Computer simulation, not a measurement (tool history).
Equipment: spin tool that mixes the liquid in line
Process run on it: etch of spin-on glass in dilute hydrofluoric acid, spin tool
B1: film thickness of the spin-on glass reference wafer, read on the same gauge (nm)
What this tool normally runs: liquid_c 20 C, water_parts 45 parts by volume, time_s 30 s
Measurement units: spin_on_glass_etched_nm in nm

run 1 hour=0 | liquid_c=20 water_parts=45 time_s=30 | B1=30 | spin_on_glass_etched_nm=25.59
run 2 hour=15.4 | liquid_c=20 water_parts=45 time_s=30 | B1=29.97 | spin_on_glass_etched_nm=25.59
run 3 hour=24.7 | liquid_c=20 water_parts=45 time_s=30 | B1=29.99 | spin_on_glass_etched_nm=25.68
run 4 hour=42.7 | liquid_c=20 water_parts=35 time_s=45 | B1=30.01 | spin_on_glass_etched_nm=49.85
run 5 hour=53.4 | liquid_c=20 water_parts=35 time_s=45 | B1=29.98 | spin_on_glass_etched_nm=49.96
run 6 hour=61.6 | liquid_c=20 water_parts=35 time_s=45 | B1=30.03 | spin_on_glass_etched_nm=49.89
-- hour=73.2 gauge calibrated
run 7 hour=106.5 | liquid_c=20 water_parts=40 time_s=20 | B1=29.99 | spin_on_glass_etched_nm=19.23
run 8 hour=113.6 | liquid_c=20 water_parts=40 time_s=20 | B1=30.03 | spin_on_glass_etched_nm=19.31
run 9 hour=128.6 | liquid_c=23.5 water_parts=45 time_s=30 | B1=30 | spin_on_glass_etched_nm=29.42
run 10 hour=145.3 | liquid_c=20 water_parts=45 time_s=30 | B1=29.98 | spin_on_glass_etched_nm=25.39
-- hour=147.5 thermometer replaced
run 11 hour=156.5 | liquid_c=20 water_parts=45 time_s=20 | B1=29.98 | spin_on_glass_etched_nm=16.91
-- hour=162.1 hydrofluoric acid flow meter replaced
run 12 hour=164.2 | liquid_c=20 water_parts=45 time_s=30 | B1=30.02 | spin_on_glass_etched_nm=29.19
run 13 hour=173.5 | liquid_c=17 water_parts=45 time_s=25 | B1=30.02 | spin_on_glass_etched_nm=21.31
run 14 hour=188.3 | liquid_c=20 water_parts=45 time_s=30 | B1=29.97 | spin_on_glass_etched_nm=29.09
run 15 hour=200.9 | liquid_c=23.5 water_parts=45 time_s=45 | B1=29.99 | spin_on_glass_etched_nm=50.46
run 16 hour=208.7 | liquid_c=20 water_parts=30 time_s=30 | B1=29.98 | spin_on_glass_etched_nm=44.41

Consider 5 possible next runs. They are alternatives, not a sequence: every one starts from the tool as it was left by run 16. What does each give?
run A hour=209.1 | liquid_c=20 water_parts=45 time_s=30 | B1=? | spin_on_glass_etched_nm=?
run B hour=209.1 | liquid_c=17 water_parts=45 time_s=30 | B1=? | spin_on_glass_etched_nm=?
run C hour=209.1 | liquid_c=24 water_parts=55 time_s=30 | B1=? | spin_on_glass_etched_nm=?
run D hour=209.1 | liquid_c=25 water_parts=45 time_s=20 | B1=? | spin_on_glass_etched_nm=?
run E hour=209.1 | liquid_c=22 water_parts=45 time_s=25 | B1=? | spin_on_glass_etched_nm=?

run=A B1=29.99 spin_on_glass_etched_nm=29.08
run=B B1=29.99 spin_on_glass_etched_nm=25.55
run=C B1=29.99 spin_on_glass_etched_nm=27.76
run=D B1=29.99 spin_on_glass_etched_nm=23.89
run=E B1=29.99 spin_on_glass_etched_nm=26.37
Without the tool's hidden state the same runs would have given:
run=A spin_on_glass_etched_nm=29.27
run=B spin_on_glass_etched_nm=25.71
run=C spin_on_glass_etched_nm=27.95
run=D spin_on_glass_etched_nm=24.05
run=E spin_on_glass_etched_nm=26.54
